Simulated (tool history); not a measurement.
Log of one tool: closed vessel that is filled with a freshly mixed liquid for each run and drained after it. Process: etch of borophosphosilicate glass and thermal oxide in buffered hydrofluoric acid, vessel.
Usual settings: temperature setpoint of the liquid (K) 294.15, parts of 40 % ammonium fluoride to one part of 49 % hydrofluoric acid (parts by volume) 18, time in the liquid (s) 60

| run | day | temperature setpoint of the liquid (K) | parts of 40 % ammonium fluoride to one part of 49 % hydrofluoric acid (parts by volume) | time in the liquid (s) | wafers since the last listed run | hours since the thermometer was replaced | hours since the hydrofluoric acid flow meter was replaced | hours since the gauge calibration | read-back film thickness of the borophosphosilicate glass reference wafer, read on the same gauge (nm) | read-back film thickness of the thermal oxide reference wafer, read on the same gauge (nm) | thickness taken off the borophosphosilicate glass on a monitor wafer (angstrom) | thickness taken off the thermal oxide on a monitor wafer (angstrom) |
|---|---|---|---|---|---|---|---|---|---|---|---|---|
| 1 | 0 | 294.15 | 18 | 70 | 0 | 1757 | 919.3 | 1827.5 | 99.96 | 120.01 | 457 | 432.1 |
| 2 | 2.346 | 294.15 | 18 | 70 | 6821 | 1813.3 | 975.6 | 1883.8 | 99.97 | 120 | 450.5 | 436.5 |
| 3 | 5.333 | 297.65 | 13 | 60 | 8687 | 1885 | 1047.3 | 1955.5 | 99.97 | 120.02 | 640.1 | 622 |
| 4 | 6.992 | 294.15 | 18 | 60 | 4822 | 1924.8 | 1087.1 | 1995.3 | 99.97 | 120.04 | 382.8 | 375 |
|  | 7.679 | gauge calibrated |
| 5 | 8.55 | 294.15 | 18 | 60 | 4531 | 1962.2 | 1124.5 | 20.9 | 100.01 | 119.99 | 390 | 375.2 |
| 6 | 11.279 | 297.65 | 18 | 60 | 7936 | 2027.7 | 1190 | 86.4 | 100.03 | 120.02 | 468.9 | 453.6 |
| 7 | 12.558 | 297.65 | 20 | 85 | 3719 | 2058.4 | 1220.7 | 117.1 | 100 | 119.98 | 593.1 | 581.4 |
| 8 | 15.204 | 294.15 | 18 | 60 | 7694 | 2121.9 | 1284.2 | 180.6 | 100.02 | 120.01 | 395.2 | 379.3 |
| 9 | 17.483 | 296.15 | 14 | 60 | 6627 | 2176.6 | 1338.9 | 235.3 | 100 | 119.99 | 556.5 | 537.2 |
| 10 | 20.029 | 294.15 | 18 | 60 | 7403 | 2237.7 | 1400 | 296.4 | 99.97 | 119.98 | 388.4 | 380.1 |
|  | 20.912 | thermometer replaced |
| 11 | 22.342 | 291.65 | 24.5 | 60 | 6603 | 34.3 | 1455.5 | 351.9 | 99.99 | 120.01 | 237.1 | 233.1 |
| 12 | 23.904 | 294.15 | 12 | 45 | 4543 | 71.8 | 1493 | 389.4 | 100.01 | 119.97 | 396.7 | 380.9 |
| 13 | 26.9 | 294.15 | 18 | 60 | 8711 | 143.7 | 1564.9 | 461.3 | 99.95 | 120 | 357 | 342.8 |
| 14 | 28.612 | 290.65 | 21.5 | 35 | 4979 | 184.8 | 1606 | 502.4 | 99.99 | 120.01 | 146.4 | 141.1 |
|  | 30.892 | hydrofluoric acid flow meter replaced |
| 15 | 31.433 | 290.15 | 15 | 60 | 8081 | 252.5 | 13 | 570.1 | 100.01 | 120.01 | 334.2 | 328.5 |
| 16 | 33.867 | 294.15 | 15.5 | 60 | 7076 | 310.9 | 71.4 | 628.5 | 99.98 | 119.99 | 413.4 | 400.4 |
| 17 | 36.75 | 290.65 | 24.5 | 60 | 8384 | 380.1 | 140.6 | 697.7 | 100 | 120.01 | 233.3 | 221.7 |
| 18 | 39.517 | 294.15 | 12.5 | 60 | 8045 | 446.5 | 207 | 764.1 | 100.02 | 120.01 | 508.6 | 496.1 |
| 19 | 41.896 | 296.65 | 18 | 60 | 6918 | 503.6 | 264.1 | 821.2 | 99.98 | 119.97 | 415.3 | 402 |
| 20 | 43.567 | 294.15 | 18 | 60 | 4858 | 543.7 | 304.2 | 861.3 | 100 | 119.99 | 359.8 | 350.2 |
| 21 | 45.354 | 290.65 | 24.5 | 60 | 5198 | 586.6 | 347.1 | 904.2 | 100.03 | 119.97 | 232.7 | 225 |
| 22 | 46.779 | 294.15 | 21 | 60 | 4143 | 620.8 | 381.3 | 938.4 | 99.98 | 120 | 317.3 | 303.4 |
| 23 | 49.471 | 297.15 | 22.5 | 60 | 7827 | 685.4 | 445.9 | 1003 | 99.99 | 120.01 | 355.5 | 345.1 |
| 24 | 51.471 | 294.15 | 23 | 80 | 5815 | 733.4 | 493.9 | 1051 | 100.03 | 119.98 | 401.9 | 386.1 |

Forecast each of these 5 alternatives for the next run:
| A | 51.5 | 294.15 | 18 | 60 | 84 | 734.1 | 494.6 | 1051.7 | ? | ? | ? | ? |
| B | 51.5 | 290.65 | 20.5 | 85 | 84 | 734.1 | 494.6 | 1051.7 | ? | ? | ? | ? |
| C | 51.5 | 297.65 | 18 | 40 | 84 | 734.1 | 494.6 | 1051.7 | ? | ? | ? | ? |
| D | 51.5 | 294.15 | 18 | 30 | 84 | 734.1 | 494.6 | 1051.7 | ? | ? | ? | ? |
| E | 51.5 | 291.65 | 18 | 80 | 84 | 734.1 | 494.6 | 1051.7 | ? | ? | ? | ? |

| run | read-back film thickness of the borophosphosilicate glass reference wafer, read on the same gauge (nm) | read-back film thickness of the thermal oxide reference wafer, read on the same gauge (nm) | thickness taken off the borophosphosilicate glass on a monitor wafer (angstrom) | thickness taken off the thermal oxide on a monitor wafer (angstrom) |
|---|---|---|---|---|
| A | 99.98 | 120.01 | 368.1 | 352.1 |
| B | 99.98 | 120.01 | 380.3 | 363.2 |
| C | 99.98 | 120.01 | 296.8 | 284.4 |
| D | 99.98 | 120.01 | 184.1 | 176.1 |
| E | 99.98 | 120.01 | 427.5 | 408.3 |
Without the tool's hidden state the same runs would have given:
| run | thickness taken off the borophosphosilicate glass on a monitor wafer (angstrom) | thickness taken off the thermal oxide on a monitor wafer (angstrom) |
|---|---|---|
| A | 350.6 | 335.1 |
| B | 361.8 | 345.2 |
| C | 282.9 | 271 |
| D | 175.3 | 167.6 |
| E | 406.8 | 388.2 |
